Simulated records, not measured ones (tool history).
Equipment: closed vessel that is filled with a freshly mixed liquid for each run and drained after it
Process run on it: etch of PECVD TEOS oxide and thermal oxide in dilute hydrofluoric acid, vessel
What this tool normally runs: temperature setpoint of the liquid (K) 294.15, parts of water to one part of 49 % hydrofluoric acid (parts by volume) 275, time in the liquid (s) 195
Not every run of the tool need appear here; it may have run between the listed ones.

run,hour,temperature setpoint of the liquid (K),parts of water to one part of 49 % hydrofluoric acid (parts by volume),time in the liquid (s),wafers since the last listed run,hours since the thermometer was replaced,hours since the hydrofluoric acid flow meter was replaced,hours since the gauge calibration,"read-back film thickness of the PECVD TEOS oxide reference wafer, read on the same gauge (nm)","read-back film thickness of the thermal oxide reference wafer, read on the same gauge (nm)",thickness taken off the PECVD TEOS oxide on a monitor wafer (nm),thickness taken off the thermal oxide on a monitor wafer (nm)
1,0.0,294.15,275,195,0,2803.5,482.2,345.3,140.00,139.992,7.14,2.589
2,6.1,294.15,275,145,509,2809.6,488.3,351.4,139.98,139.997,5.37,1.938
3,17.6,294.15,275,145,959,2821.1,499.8,362.9,140.02,140.003,5.36,1.969
4,32.8,294.15,320,240,1268,2836.3,515.0,378.1,140.05,140.001,7.34,2.712
5,46.5,294.15,320,195,1143,2850.0,528.7,391.8,140.04,140.015,6.04,2.147
6,53.3,294.15,320,195,567,2856.8,535.5,398.6,139.98,140.011,5.94,2.164
7,61.7,294.15,165,195,701,2865.2,543.9,407.0,140.05,140.003,13.51,4.818
# hour 80.6: gauge calibrated
8,87.7,297.15,275,85,2170,2891.2,569.9,7.1,139.97,140.018,3.54,1.283
# hour 98.5: hydrofluoric acid flow meter replaced
9,102.6,290.15,320,105,1160,2906.1,4.1,22.0,140.02,139.998,2.62,0.928
10,118.2,294.15,275,195,1302,2921.7,19.7,37.6,140.00,140.002,6.81,2.506
11,126.1,294.15,275,110,659,2929.6,27.6,45.5,140.01,139.994,3.86,1.401
12,135.0,294.15,400,195,742,2938.5,36.5,54.4,139.99,139.985,4.17,1.514
13,151.1,294.15,275,195,1343,2954.6,52.6,70.5,140.01,139.985,6.78,2.469
14,163.6,298.15,275,135,1043,2967.1,65.1,83.0,139.99,140.001,5.41,1.988
# hour 174.4: thermometer replaced
15,179.6,294.15,365,195,1252,5.2,81.1,99.0,140.02,139.998,4.75,1.709
16,190.0,298.65,230,230,868,15.6,91.5,109.4,140.01,140.012,12.06,4.363
17,200.9,296.15,190,195,909,26.5,102.4,120.3,140.00,140.008,11.57,4.229
18,232.5,294.15,275,90,2637,58.1,134.0,151.9,140.01,140.009,3.17,1.157
19,243.0,294.15,325,195,876,68.6,144.5,162.4,139.98,139.999,5.60,2.024
20,253.5,294.15,275,195,876,79.1,155.0,172.9,139.99,140.005,6.91,2.486
21,264.0,298.15,275,135,876,89.6,165.5,183.4,139.97,140.004,5.53,1.998
22,281.0,294.15,275,195,1419,106.6,182.5,200.4,139.98,140.002,6.97,2.517
23,292.8,294.15,275,90,985,118.4,194.3,212.2,139.99,140.009,3.16,1.158
24,309.3,296.65,390,280,1377,134.9,210.8,228.7,139.97,140.007,6.92,2.495
25,319.4,294.15,155,195,843,145.0,220.9,238.8,140.03,139.988,13.78,4.985

5 options for the next run, each taken on its own from the tool as it stands now. Forecast them:
A,320.1,294.15,275,305,58,145.7,221.6,239.5,?,?,?,?
B,320.1,298.65,275,100,58,145.7,221.6,239.5,?,?,?,?
C,320.1,290.65,135,120,58,145.7,221.6,239.5,?,?,?,?
D,320.1,294.15,275,270,58,145.7,221.6,239.5,?,?,?,?
E,320.1,294.15,390,255,58,145.7,221.6,239.5,?,?,?,?

run,"read-back film thickness of the PECVD TEOS oxide reference wafer, read on the same gauge (nm)","read-back film thickness of the thermal oxide reference wafer, read on the same gauge (nm)",thickness taken off the PECVD TEOS oxide on a monitor wafer (nm),thickness taken off the thermal oxide on a monitor wafer (nm)
A,140.03,139.997,10.82,3.999
B,140.03,139.997,4.17,1.540
C,140.03,139.997,8.64,3.194
D,140.03,139.997,9.58,3.540
E,140.03,139.997,5.77,2.132
The same runs, with their run-to-run variation unchanged, on a tool lacking any hidden condition would have given:
run,thickness taken off the PECVD TEOS oxide on a monitor wafer (nm),thickness taken off the thermal oxide on a monitor wafer (nm)
A,10.56,3.901
B,4.06,1.501
C,8.45,3.123
D,9.35,3.453
E,5.62,2.076
